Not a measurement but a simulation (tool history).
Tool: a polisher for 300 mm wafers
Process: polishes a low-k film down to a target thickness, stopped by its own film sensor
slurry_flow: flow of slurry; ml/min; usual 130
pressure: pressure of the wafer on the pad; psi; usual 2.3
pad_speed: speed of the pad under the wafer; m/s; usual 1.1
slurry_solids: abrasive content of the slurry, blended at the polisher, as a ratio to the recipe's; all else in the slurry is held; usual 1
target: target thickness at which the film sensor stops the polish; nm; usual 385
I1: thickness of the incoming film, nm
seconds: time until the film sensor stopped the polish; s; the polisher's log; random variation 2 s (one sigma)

{"run": 1, "hour": 0.0, "slurry_flow": 130, "pressure": 2.3, "pad_speed": 1.1, "slurry_solids": 1, "target": 385, "I1": 444, "seconds": 123.3}
{"run": 2, "hour": 24.6, "slurry_flow": 130, "pressure": 2.3, "pad_speed": 1.1, "slurry_solids": 1, "target": 385, "I1": 448.5, "seconds": 132.9}
{"hour": 79.2, "done": "worn pad replaced by a new one"}
{"run": 3, "hour": 94.6, "slurry_flow": 130, "pressure": 2.3, "pad_speed": 1.1, "slurry_solids": 1, "target": 385, "I1": 457.6, "seconds": 136.9}
{"run": 4, "hour": 145.7, "slurry_flow": 130, "pressure": 2.3, "pad_speed": 1.1, "slurry_solids": 1, "target": 385, "I1": 453.4, "seconds": 131.9}
{"run": 5, "hour": 179.6, "slurry_flow": 130, "pressure": 2.3, "pad_speed": 1.1, "slurry_solids": 1, "target": 385, "I1": 444, "seconds": 116}
{"hour": 241.7, "done": "slurry blender recalibrated"}
{"run": 6, "hour": 242.2, "slurry_flow": 130, "pressure": 2.8, "pad_speed": 1.1, "slurry_solids": 1, "target": 385, "I1": 441.1, "seconds": 101.8}
{"hour": 284.1, "done": "slurry nozzle cleaned"}
{"hour": 294.8, "done": "worn pad replaced by a new one"}
{"run": 7, "hour": 297.6, "slurry_flow": 155, "pressure": 2.3, "pad_speed": 1.1, "slurry_solids": 1.1, "target": 385, "I1": 452.4, "seconds": 116.3}
{"run": 8, "hour": 345.7, "slurry_flow": 155, "pressure": 2.3, "pad_speed": 1.1, "slurry_solids": 1.1, "target": 385, "I1": 443.7, "seconds": 108.3}
{"hour": 352.5, "done": "conditioning disc replaced and pad reconditioned"}
{"run": 9, "hour": 374.1, "slurry_flow": 130, "pressure": 2.3, "pad_speed": 1.1, "slurry_solids": 1.2, "target": 385, "I1": 455, "seconds": 128.1}
{"run": 10, "hour": 407.5, "slurry_flow": 130, "pressure": 2.3, "pad_speed": 1.1, "slurry_solids": 1.2, "target": 385, "I1": 450.8, "seconds": 124.4}
{"run": 11, "hour": 433.6, "slurry_flow": 130, "pressure": 2.3, "pad_speed": 1.1, "slurry_solids": 1, "target": 385, "I1": 452.1, "seconds": 136.6}
{"run": 12, "hour": 465.8, "slurry_flow": 130, "pressure": 2.3, "pad_speed": 1.1, "slurry_solids": 1, "target": 385, "I1": 450.5, "seconds": 136.4}
{"run": 13, "hour": 496.7, "slurry_flow": 100, "pressure": 1.8, "pad_speed": 0.84, "slurry_solids": 0.75, "target": 385, "I1": 445.9, "seconds": 211.3}
{"hour": 512.5, "done": "slurry blender recalibrated"}
{"run": 14, "hour": 550.7, "slurry_flow": 130, "pressure": 2.3, "pad_speed": 1.1, "slurry_solids": 1, "target": 385, "I1": 443.6, "seconds": 126.6}
{"hour": 574.9, "done": "worn pad replaced by a new one"}
{"run": 15, "hour": 589.1, "slurry_flow": 155, "pressure": 2.3, "pad_speed": 1.1, "slurry_solids": 1, "target": 385, "I1": 452.1, "seconds": 122.5}
{"hour": 603.7, "done": "head pressure recalibrated"}
{"hour": 656.1, "done": "slurry nozzle cleaned"}
{"run": 16, "hour": 658.9, "slurry_flow": 100, "pressure": 3.1, "pad_speed": 1.1, "slurry_solids": 1, "target": 394, "I1": 456, "seconds": 104.3}
{"run": 17, "hour": 692.4, "slurry_flow": 110, "pressure": 2.5, "pad_speed": 1.1, "slurry_solids": 1, "target": 407, "I1": 451.2, "seconds": 88.4}
{"run": 18, "hour": 727.4, "slurry_flow": 130, "pressure": 2.3, "pad_speed": 1.1, "slurry_solids": 1, "target": 385, "I1": 448.5, "seconds": 128.9}
{"hour": 764.5, "done": "slurry blender recalibrated"}
{"run": 19, "hour": 772.9, "slurry_flow": 110, "pressure": 2.3, "pad_speed": 1.1, "slurry_solids": 1, "target": 385, "I1": 450.1, "seconds": 136.6}
{"run": 20, "hour": 841.1, "slurry_flow": 130, "pressure": 2, "pad_speed": 1.1, "slurry_solids": 1.1, "target": 385, "I1": 444.1, "seconds": 133.5}
{"hour": 855.0, "done": "worn pad replaced by a new one"}
{"hour": 871.6, "done": "conditioning disc replaced and pad reconditioned"}
{"run": 21, "hour": 912.2, "slurry_flow": 150, "pressure": 2.3, "pad_speed": 0.88, "slurry_solids": 1.25, "target": 385, "I1": 457.9, "seconds": 145.9}
{"run": 22, "hour": 963.0, "slurry_flow": 130, "pressure": 2.5, "pad_speed": 1.1, "slurry_solids": 1.1, "target": 393, "I1": 446.2, "seconds": 100.2}
{"run": 23, "hour": 994.7, "slurry_flow": 140, "pressure": 2, "pad_speed": 1.44, "slurry_solids": 1, "target": 369, "I1": 452.6, "seconds": 157.8}
{"hour": 1022.5, "done": "slurry nozzle cleaned"}
{"hour": 1037.9, "done": "slurry blender recalibrated"}
{"run": 24, "hour": 1047.3, "slurry_flow": 85, "pressure": 2.3, "pad_speed": 1.44, "slurry_solids": 1, "target": 391, "I1": 449.1, "seconds": 114.3}
{"hour": 1074.2, "done": "worn pad replaced by a new one"}
{"run": 25, "hour": 1107.4, "slurry_flow": 90, "pressure": 2.3, "pad_speed": 1.34, "slurry_solids": 0.7, "target": 370, "I1": 449.3, "seconds": 175}
{"run": 26, "hour": 1150.6, "slurry_flow": 130, "pressure": 2.3, "pad_speed": 1.1, "slurry_solids": 1, "target": 385, "I1": 452.1, "seconds": 129.1}

3 ways to go on from here, each from the tool as it stands after run 26. What would each give?
{"run": "A", "hour": 1151.1, "slurry_flow": 130, "pressure": 2.3, "pad_speed": 1.24, "slurry_solids": 1, "target": 385, "I1": 443, "seconds": "?"}
{"run": "B", "hour": 1151.1, "slurry_flow": 90, "pressure": 2.3, "pad_speed": 1.1, "slurry_solids": 1, "target": 369, "I1": 443, "seconds": "?"}
{"run": "C", "hour": 1151.1, "slurry_flow": 115, "pressure": 3, "pad_speed": 0.82, "slurry_solids": 0.7, "target": 385, "I1": 443, "seconds": "?"}

run=A seconds=104
run=B seconds=153.7
run=C seconds=141.8
Without the tool's hidden state the same runs would have given:
run=A seconds=99.1
run=B seconds=146.6
run=C seconds=135.2
